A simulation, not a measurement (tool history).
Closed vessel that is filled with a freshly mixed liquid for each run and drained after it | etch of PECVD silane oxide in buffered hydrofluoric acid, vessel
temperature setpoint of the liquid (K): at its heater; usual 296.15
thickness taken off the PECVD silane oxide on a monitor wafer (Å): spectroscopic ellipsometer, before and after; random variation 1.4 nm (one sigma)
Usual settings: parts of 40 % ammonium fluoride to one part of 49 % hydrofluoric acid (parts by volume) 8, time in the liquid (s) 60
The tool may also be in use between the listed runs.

| run | day | temperature setpoint of the liquid (K) | parts of 40 % ammonium fluoride to one part of 49 % hydrofluoric acid (parts by volume) | time in the liquid (s) | wafers since the last listed run | hours since the thermometer was replaced | hours since the hydrofluoric acid flow meter was replaced | hours since the gauge calibration | read-back film thickness of the PECVD silane oxide reference wafer, read on the same gauge (nm) | thickness taken off the PECVD silane oxide on a monitor wafer (Å) |
|---|---|---|---|---|---|---|---|---|---|---|
| 1 | 0 | 296.15 | 8 | 60 | 0 | 56.7 | 625 | 1524.1 | 95.31 | 2227 |
| 2 | 4.038 | 296.15 | 8 | 60 | 13873 | 153.6 | 721.9 | 1621 | 95.4 | 2223.2 |
| 3 | 8.138 | 294.65 | 8 | 60 | 14088 | 252 | 820.3 | 1719.4 | 95.47 | 2039 |
| 4 | 12.592 | 296.15 | 8 | 60 | 15305 | 358.9 | 927.2 | 1826.3 | 95.59 | 2234.6 |
|  | 12.838 | hydrofluoric acid flow meter replaced |
| 5 | 16.204 | 296.15 | 8 | 60 | 12269 | 445.6 | 80.8 | 1913 | 95.66 | 2222.6 |
| 6 | 18.546 | 296.15 | 8 | 60 | 8046 | 501.8 | 137 | 1969.2 | 95.69 | 2229.2 |
|  | 19.9 | thermometer replaced |
| 7 | 21.4 | 296.15 | 8 | 60 | 9664 | 36 | 205.5 | 2037.7 | 95.7 | 2232.5 |
| 8 | 24.367 | 296.15 | 8 | 60 | 10193 | 107.2 | 276.7 | 2108.9 | 95.78 | 2231.6 |
| 9 | 26.796 | 296.15 | 8 | 60 | 8346 | 165.5 | 335 | 2167.2 | 95.82 | 2251.7 |
| 10 | 30.85 | 296.15 | 6.5 | 45 | 13930 | 262.8 | 432.3 | 2264.5 | 95.85 | 2047.6 |
| 11 | 33.692 | 296.15 | 6.5 | 45 | 9764 | 331 | 500.5 | 2332.7 | 95.88 | 2063.3 |
| 12 | 35.262 | 296.15 | 8 | 60 | 5397 | 368.7 | 538.2 | 2370.4 | 95.91 | 2266.3 |
| 13 | 37.575 | 296.15 | 8 | 60 | 7946 | 424.2 | 593.7 | 2425.9 | 95.94 | 2210.8 |
| 14 | 40.188 | 296.15 | 8 | 60 | 8976 | 486.9 | 656.4 | 2488.6 | 95.92 | 2251.4 |
|  | 42.279 | thermometer replaced |
| 15 | 43.233 | 296.15 | 6.5 | 90 | 10322 | 22.9 | 729.5 | 2561.7 | 95.99 | 4161.3 |
|  | 45.025 | gauge calibrated |
| 16 | 45.721 | 296.15 | 8 | 50 | 8547 | 82.6 | 789.2 | 16.7 | 89.9 | 1767 |
| 17 | 49.521 | 296.15 | 8 | 60 | 13057 | 173.8 | 880.4 | 107.9 | 90.58 | 2133.4 |
| 18 | 52.404 | 296.15 | 8 | 60 | 9907 | 243 | 949.6 | 177.1 | 91.06 | 2145.9 |
| 19 | 55.158 | 291.65 | 8 | 90 | 9463 | 309.1 | 1015.7 | 243.2 | 91.45 | 2505.2 |
|  | 55.317 | hydrofluoric acid flow meter replaced |
| 20 | 58.35 | 293.65 | 8 | 60 | 10823 | 385.7 | 72.8 | 319.8 | 91.91 | 1884.3 |
| 21 | 62.054 | 296.15 | 9.5 | 90 | 12728 | 474.6 | 161.7 | 408.7 | 92.4 | 2785.5 |
| 22 | 64.038 | 296.15 | 8 | 60 | 6815 | 522.2 | 209.3 | 456.3 | 92.6 | 2187.9 |
|  | 64.117 | thermometer replaced |
| 23 | 67.833 | 299.65 | 8 | 90 | 12899 | 89.2 | 300.4 | 547.4 | 92.99 | 3952.4 |
| 24 | 74.308 | 296.15 | 6 | 75 | 22249 | 244.6 | 455.8 | 702.8 | 93.6 | 3608.9 |
| 25 | 76.238 | 296.15 | 8 | 60 | 6628 | 290.9 | 502.1 | 749.1 | 93.72 | 2216.6 |
| 26 | 80.521 | 293.65 | 8 | 35 | 14718 | 393.7 | 604.9 | 851.9 | 94.01 | 1106.3 |
| 27 | 84.25 | 296.15 | 8 | 90 | 12813 | 483.2 | 694.4 | 941.4 | 94.28 | 3306.7 |
|  | 87.388 | thermometer replaced |
| 28 | 87.996 | 298.65 | 6 | 30 | 12728 | 14.6 | 784.3 | 1031.3 | 94.48 | 1675.3 |
| 29 | 91.875 | 300.15 | 8 | 30 | 13329 | 107.7 | 877.4 | 1124.4 | 94.67 | 1382.3 |
| 30 | 93.904 | 291.15 | 6 | 60 | 6972 | 156.4 | 926.1 | 1173.1 | 94.78 | 2243.7 |
|  | 94.5 | hydrofluoric acid flow meter replaced |
| 31 | 97.304 | 296.15 | 10 | 60 | 11539 | 238 | 67.3 | 1254.7 | 94.91 | 1834.7 |

5 ways to go on from here, each from the tool as it stands after run 31. What would each give?
| A | 97.333 | 297.65 | 8 | 60 | 100 | 238.7 | 68 | 1255.4 | ? | ? |
| B | 97.333 | 300.65 | 9 | 35 | 100 | 238.7 | 68 | 1255.4 | ? | ? |
| C | 97.333 | 296.15 | 10.5 | 80 | 100 | 238.7 | 68 | 1255.4 | ? | ? |
| D | 97.333 | 294.15 | 10 | 60 | 100 | 238.7 | 68 | 1255.4 | ? | ? |
| E | 97.333 | 296.15 | 5.5 | 60 | 100 | 238.7 | 68 | 1255.4 | ? | ? |

| run | read-back film thickness of the PECVD silane oxide reference wafer, read on the same gauge (nm) | thickness taken off the PECVD silane oxide on a monitor wafer (Å) |
|---|---|---|
| A | 94.9 | 2398.5 |
| B | 94.9 | 1447 |
| C | 94.9 | 2314.4 |
| D | 94.9 | 1629.8 |
| E | 94.9 | 3141.2 |
Without the tool's hidden state the same runs would have given:
| run | thickness taken off the PECVD silane oxide on a monitor wafer (Å) |
|---|---|
| A | 2274.6 |
| B | 1372.2 |
| C | 2194.8 |
| D | 1545.6 |
| E | 2978.8 |
